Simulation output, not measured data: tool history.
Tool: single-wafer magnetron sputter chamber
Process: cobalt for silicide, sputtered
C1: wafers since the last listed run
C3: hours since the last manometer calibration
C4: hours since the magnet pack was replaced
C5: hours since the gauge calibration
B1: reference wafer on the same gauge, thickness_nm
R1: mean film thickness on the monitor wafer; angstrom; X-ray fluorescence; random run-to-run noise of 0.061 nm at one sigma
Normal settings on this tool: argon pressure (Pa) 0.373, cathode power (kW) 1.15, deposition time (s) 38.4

{"run": 1, "hour": 0.0, "argon pressure (Pa)": 0.373, "cathode power (kW)": 1.3, "deposition time (s)": 35.8, "C1": 0, "wafers on the sputter target": 394, "C3": 1012.6, "C4": 6543.4, "C5": 430.3, "B1": 18.91, "R1": 209.97}
{"run": 2, "hour": 71.1, "argon pressure (Pa)": 0.373, "cathode power (kW)": 1.3, "deposition time (s)": 35.8, "C1": 1893, "wafers on the sputter target": 2288, "C3": 1083.7, "C4": 6614.5, "C5": 501.4, "B1": 18.902, "R1": 210.65}
{"run": 3, "hour": 136.5, "argon pressure (Pa)": 0.373, "cathode power (kW)": 1.3, "deposition time (s)": 35.8, "C1": 1742, "wafers on the sputter target": 4030, "C3": 1149.1, "C4": 6679.9, "C5": 566.8, "B1": 18.889, "R1": 211.23}
{"hour": 184.5, "done": "sputter target and shields replaced"}
{"run": 4, "hour": 198.0, "argon pressure (Pa)": 0.373, "cathode power (kW)": 1.15, "deposition time (s)": 38.4, "C1": 1425, "wafers on the sputter target": 358, "C3": 1210.6, "C4": 6741.4, "C5": 628.3, "B1": 18.914, "R1": 206.53}
{"run": 5, "hour": 226.8, "argon pressure (Pa)": 0.373, "cathode power (kW)": 1.15, "deposition time (s)": 38.4, "C1": 767, "wafers on the sputter target": 1125, "C3": 1239.4, "C4": 6770.2, "C5": 657.1, "B1": 18.896, "R1": 206.19}
{"hour": 281.3, "done": "magnet pack replaced"}
{"hour": 282.9, "done": "capacitance manometer re-zeroed and calibrated"}
{"run": 6, "hour": 301.4, "argon pressure (Pa)": 0.373, "cathode power (kW)": 1.15, "deposition time (s)": 38.4, "C1": 1733, "wafers on the sputter target": 2858, "C3": 18.5, "C4": 20.1, "C5": 731.7, "B1": 18.916, "R1": 202.02}
{"run": 7, "hour": 372.1, "argon pressure (Pa)": 0.373, "cathode power (kW)": 1.15, "deposition time (s)": 38.4, "C1": 1883, "wafers on the sputter target": 4742, "C3": 89.2, "C4": 90.8, "C5": 802.4, "B1": 18.927, "R1": 201.74}
{"hour": 385.9, "done": "sputter target and shields replaced"}
{"run": 8, "hour": 397.6, "argon pressure (Pa)": 0.373, "cathode power (kW)": 1.15, "deposition time (s)": 38.4, "C1": 466, "wafers on the sputter target": 312, "C3": 114.7, "C4": 116.3, "C5": 827.9, "B1": 18.902, "R1": 203.4}
{"hour": 440.0, "done": "gauge calibrated"}
{"run": 9, "hour": 448.8, "argon pressure (Pa)": 0.373, "cathode power (kW)": 1.15, "deposition time (s)": 38.4, "C1": 1363, "wafers on the sputter target": 1676, "C3": 165.9, "C4": 167.5, "C5": 8.8, "B1": 18.905, "R1": 202.37}
{"run": 10, "hour": 513.1, "argon pressure (Pa)": 0.32, "cathode power (kW)": 1.15, "deposition time (s)": 38.4, "C1": 1712, "wafers on the sputter target": 3388, "C3": 230.2, "C4": 231.8, "C5": 73.1, "B1": 18.905, "R1": 207.77}
{"hour": 554.2, "done": "sputter target and shields replaced"}
{"run": 11, "hour": 554.7, "argon pressure (Pa)": 0.522, "cathode power (kW)": 1.45, "deposition time (s)": 36.3, "C1": 894, "wafers on the sputter target": 14, "C3": 271.8, "C4": 273.4, "C5": 114.7, "B1": 18.891, "R1": 215.69}
{"run": 12, "hour": 601.0, "argon pressure (Pa)": 0.373, "cathode power (kW)": 1.15, "deposition time (s)": 38.4, "C1": 1233, "wafers on the sputter target": 1247, "C3": 318.1, "C4": 319.7, "C5": 161, "B1": 18.899, "R1": 203.53}
{"run": 13, "hour": 679.1, "argon pressure (Pa)": 0.309, "cathode power (kW)": 1.3, "deposition time (s)": 44.1, "C1": 2080, "wafers on the sputter target": 3327, "C3": 396.2, "C4": 397.8, "C5": 239.1, "B1": 18.909, "R1": 262.92}
{"run": 14, "hour": 714.0, "argon pressure (Pa)": 0.522, "cathode power (kW)": 1.45, "deposition time (s)": 36.3, "C1": 929, "wafers on the sputter target": 4257, "C3": 431.1, "C4": 432.7, "C5": 274, "B1": 18.898, "R1": 218.02}
{"hour": 729.2, "done": "sputter target and shields replaced"}
{"run": 15, "hour": 742.0, "argon pressure (Pa)": 0.373, "cathode power (kW)": 1.15, "deposition time (s)": 35.8, "C1": 532, "wafers on the sputter target": 340, "C3": 459.1, "C4": 460.7, "C5": 302, "B1": 18.905, "R1": 189.9}
{"run": 16, "hour": 785.4, "argon pressure (Pa)": 0.373, "cathode power (kW)": 1.15, "deposition time (s)": 33.6, "C1": 1156, "wafers on the sputter target": 1496, "C3": 502.5, "C4": 504.1, "C5": 345.4, "B1": 18.9, "R1": 178.41}
{"run": 17, "hour": 818.6, "argon pressure (Pa)": 0.314, "cathode power (kW)": 1.15, "deposition time (s)": 38.4, "C1": 884, "wafers on the sputter target": 2381, "C3": 535.7, "C4": 537.3, "C5": 378.6, "B1": 18.924, "R1": 208.75}
{"run": 18, "hour": 842.9, "argon pressure (Pa)": 0.443, "cathode power (kW)": 1.15, "deposition time (s)": 38.4, "C1": 647, "wafers on the sputter target": 3028, "C3": 560, "C4": 561.6, "C5": 402.9, "B1": 18.924, "R1": 198.79}
{"run": 19, "hour": 893.4, "argon pressure (Pa)": 0.373, "cathode power (kW)": 1.15, "deposition time (s)": 38.4, "C1": 1345, "wafers on the sputter target": 4373, "C3": 610.5, "C4": 612.1, "C5": 453.4, "B1": 18.878, "R1": 204.25}

How would selected steps in R1 from run to run divide? Give the signed amount a tool lacking its hidden state would still show from settings, what came in and random variation, and the signed amount left for the hidden state, including any gauge scatter that is not in both of the compared results.
The hidden state here: deposition rate above that of a new target (%); true argon pressure above the setpoint (%); gauge reads high (%).
Run 5 -> 6: magnet pack replaced, capacitance manometer re-zeroed and calibrated. R1 -4.17 angstrom: hidden state -4.92, all else +0.75.
Run 12 -> 13: argon pressure (Pa) 0.373 -> 0.309, cathode power (kW) 1.15 -> 1.3, deposition time (s) 38.4 -> 44.1. R1 +59.39 angstrom: hidden state +0.3, all else +59.09.
